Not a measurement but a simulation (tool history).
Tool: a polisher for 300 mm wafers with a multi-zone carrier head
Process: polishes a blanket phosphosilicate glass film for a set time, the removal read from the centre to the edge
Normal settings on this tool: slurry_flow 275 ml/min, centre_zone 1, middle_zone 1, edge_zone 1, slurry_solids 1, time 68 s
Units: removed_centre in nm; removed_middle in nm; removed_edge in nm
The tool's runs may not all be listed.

run	hour	slurry_flow	centre_zone	middle_zone	edge_zone	slurry_solids	time	wafers since the last listed run	wafers polished on this pad	hours since the slurry nozzle was cleaned	hours since the centre zone pressure was calibrated	hours since the edge zone pressure was calibrated	hours since the carrier head's membrane was replaced	incoming thickness of the incoming film, nm	removed_centre	removed_middle	removed_edge
1	0	275	1	1	1	1	68	0	3182	717.2	328.5	1225.8	936.7	1927.6	659.8	590.8	581.2
# hour 33.1: slurry nozzle cleaned
# hour 45.7: worn pad replaced by a new one
2	56.9	275	1	1	1	1	68	610	132	23.8	385.4	1282.7	993.6	1943.8	679.7	620.8	589.8
3	114.8	275	1	1	0.94	1	68	681	813	81.7	443.3	1340.6	1051.5	1929	684	614.5	584.3
# hour 146.2: centre zone pressure recalibrated
4	198.4	275	1	1	0.94	1	68	959	1773	165.3	52.2	1424.2	1135.1	1963.3	596	610.6	563.7
# hour 247.4: edge zone pressure recalibrated
5	247.9	245	1	1	1	1	61	558	2331	214.8	101.7	0.5	1184.6	1916.4	539.3	535.4	519.8
6	337	275	1	1	1	1	68	1048	3379	303.9	190.8	89.6	1273.7	1964.7	602.4	596.9	576.8
# hour 398.4: worn pad replaced by a new one
7	430.4	275	1	1	1	1	68	1051	376	397.3	284.2	183	1367.1	1918.9	639.7	613.4	590.6
# hour 548.1: carrier head's membrane replaced by a new one
8	700.1	275	1.04	0.95	1.08	1.2	68	3113	3490	667	553.9	452.7	152	1959.9	712	618.8	663.7
# hour 732.4: centre zone pressure recalibrated
# hour 737.2: worn pad replaced by a new one
9	793.4	235	1	1	1	1	81	1026	661	760.3	61	546	245.3	1978.2	727.6	725	708.8
# hour 859.5: slurry nozzle cleaned
10	881.7	275	0.89	1	1	1.2	68	1026	1688	22.2	149.3	634.3	333.6	1957.5	621.1	663.2	663.5
11	940.6	275	1.1	1.11	0.94	0.85	68	692	2381	81.1	208.2	693.2	392.5	1982.1	626	582.7	499.8
12	1019.2	275	1	1.09	0.93	0.9	55	924	3305	159.7	286.8	771.8	471.1	1948.8	469.8	473.1	412.3
13	1062.1	245	1	1	1	1	61	504	3810	202.6	329.7	814.7	514	1920.9	544.3	511.1	505.3
14	1109.7	275	1	1	1	1	68	559	4370	250.2	377.3	862.3	561.6	1916.4	602.4	554.9	538.3
# hour 1137: worn pad replaced by a new one
15	1162.7	240	1	1	1	1	91	576	302	303.2	430.3	915.3	614.6	1958.3	896.2	836.2	802.8
16	1224.3	275	1	1	1	1	68	724	1027	364.8	491.9	976.9	676.2	1962.8	665.5	619.2	604.4

Run 17 is up next; what results do you expect?
17	1295.6	355	1	1	1	1	68	838	1866	436.1	563.2	1048.2	747.5	1969.4	?	?	?

removed_centre: 690.9 nm
removed_middle: 624.8 nm
removed_edge: 609.7 nm
Minus the tool's unlogged condition, the same run would have read removed_centre 638.7 nm, removed_middle 637.3 nm, removed_edge 621.6 nm.
